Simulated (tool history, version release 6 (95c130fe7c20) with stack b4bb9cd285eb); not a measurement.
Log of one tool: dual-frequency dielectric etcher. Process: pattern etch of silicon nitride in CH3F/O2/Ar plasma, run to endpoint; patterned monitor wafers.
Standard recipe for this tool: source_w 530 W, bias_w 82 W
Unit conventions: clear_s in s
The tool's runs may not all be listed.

run	day	source_w	bias_w	wafers since the last listed run	hours since the last wet clean	hours since the last source power generator calibration	hours since the last bias power generator calibration	hours since the last upper electrode change	incoming incoming film thickness, nm	clear_s
1	0	530	82	0	232.8	2314.4	618.6	2216.4	29.21	37.8
2	3.596	530	82	1234	319.1	2400.7	704.9	2302.7	28.94	37
3	6.608	530	90	1034	391.4	2473	777.2	2375	28.89	36.5
4	9.062	500	76	842	450.3	2531.9	836.1	2433.9	29.07	38.8
5	12.142	500	76	1056	524.2	2605.8	910	2507.8	29.01	39.4
6	13.671	530	82	524	560.9	2642.5	946.7	2544.5	28.92	38.4
7	17.308	530	82	1248	648.2	2729.8	1034	2631.8	29.33	38.9
8	19.146	530	82	630	692.3	2773.9	1078.1	2675.9	29.47	39.1
9	21.879	470	82	938	757.9	2839.5	1143.7	2741.5	28.92	39.9
# day 24.967: wet clean of the chamber
10	26.217	470	82	1145	30	2943.6	1247.8	2845.6	28.92	38
# day 26.704: source power generator calibrated
11	28.558	530	82	746	86.2	44.5	1304	2901.8	29.07	36.9
12	32.283	570	94	1278	175.6	133.9	1393.4	2991.2	28.92	34.9
13	34.971	530	82	922	240.1	198.4	1457.9	3055.7	28.89	37.3
14	39.375	470	63	1511	345.8	304.1	1563.6	3161.4	28.93	41.6
# day 42.296: upper electrode replaced
15	43.367	590	69	1026	441.6	399.9	1659.4	25.7	28.92	37.6
16	47.704	480	65	1488	545.7	504	1763.5	129.8	28.93	41.1
# day 48.421: bias power generator calibrated
17	50.271	530	82	823	607.3	565.6	44.4	191.4	29.28	38.5
18	51.888	610	76	554	646.1	604.4	83.2	230.2	28.75	36.9
19	53.775	600	90	647	691.4	649.7	128.5	275.5	29.08	36
# day 55.196: wet clean of the chamber
20	55.867	530	82	374	16.1	699.9	178.7	325.7	29.07	36.9
21	58.192	570	74	798	71.9	755.7	234.5	381.5	29.13	37.3
22	67.808	530	73	3300	302.7	986.5	465.3	612.3	29.24	39
23	70.458	530	82	909	366.3	1050.1	528.9	675.9	28.8	37
24	74.325	530	75	1327	459.1	1142.9	621.7	768.7	28.93	38.6
25	77.688	530	82	1154	539.8	1223.6	702.4	849.4	29.31	38.3
26	80.754	650	66	1052	613.4	1297.2	776	923	29.12	38
27	84.954	430	77	1441	714.2	1398	876.8	1023.8	29.4	42.1
28	87.471	530	75	863	774.6	1458.4	937.2	1084.2	29.03	39.7
29	90.321	640	82	978	843	1526.8	1005.6	1152.6	29.1	36.9
# day 92.067: wet clean of the chamber
30	93.812	530	82	855	41.9	1610.6	1089.4	1236.4	29.03	37.3
31	97.988	530	82	1433	142.1	1710.8	1189.6	1336.6	29.32	38.3
32	101.046	460	70	1049	215.5	1784.2	1263	1410	29.13	40.5
33	104.071	590	64	1038	288.1	1856.8	1335.6	1482.6	29.21	39.5
34	107.454	530	91	1161	369.3	1938	1416.8	1563.8	28.93	37.1
# day 110.842: bias power generator calibrated
35	112.021	420	82	1510	478.9	2047.6	28.3	1673.4	29.08	41.3

Results for each run, recomputed without the tool's hidden state and with each run's random variation untouched:
What the log doesn't record here: etch rate over this chamber's usual, %; source power that arrives over what is set, %; bias power that arrives over what is set, %.
run	clear_s
1	37.6
2	36.6
3	35.9
4	38
5	38.3
6	37.3
7	37.6
8	37.6
9	38.3
10	38.2
11	36.9
12	34.7
13	36.8
14	40.9
15	36.7
16	39.8
17	37.2
18	35.5
19	34.5
20	36.9
21	37.2
22	38.2
23	36.1
24	37.5
25	37
26	36.5
27	40.2
28	37.7
29	34.9
30	36.8
31	37.6
32	39.6
33	38.4
34	35.9
35	39.6
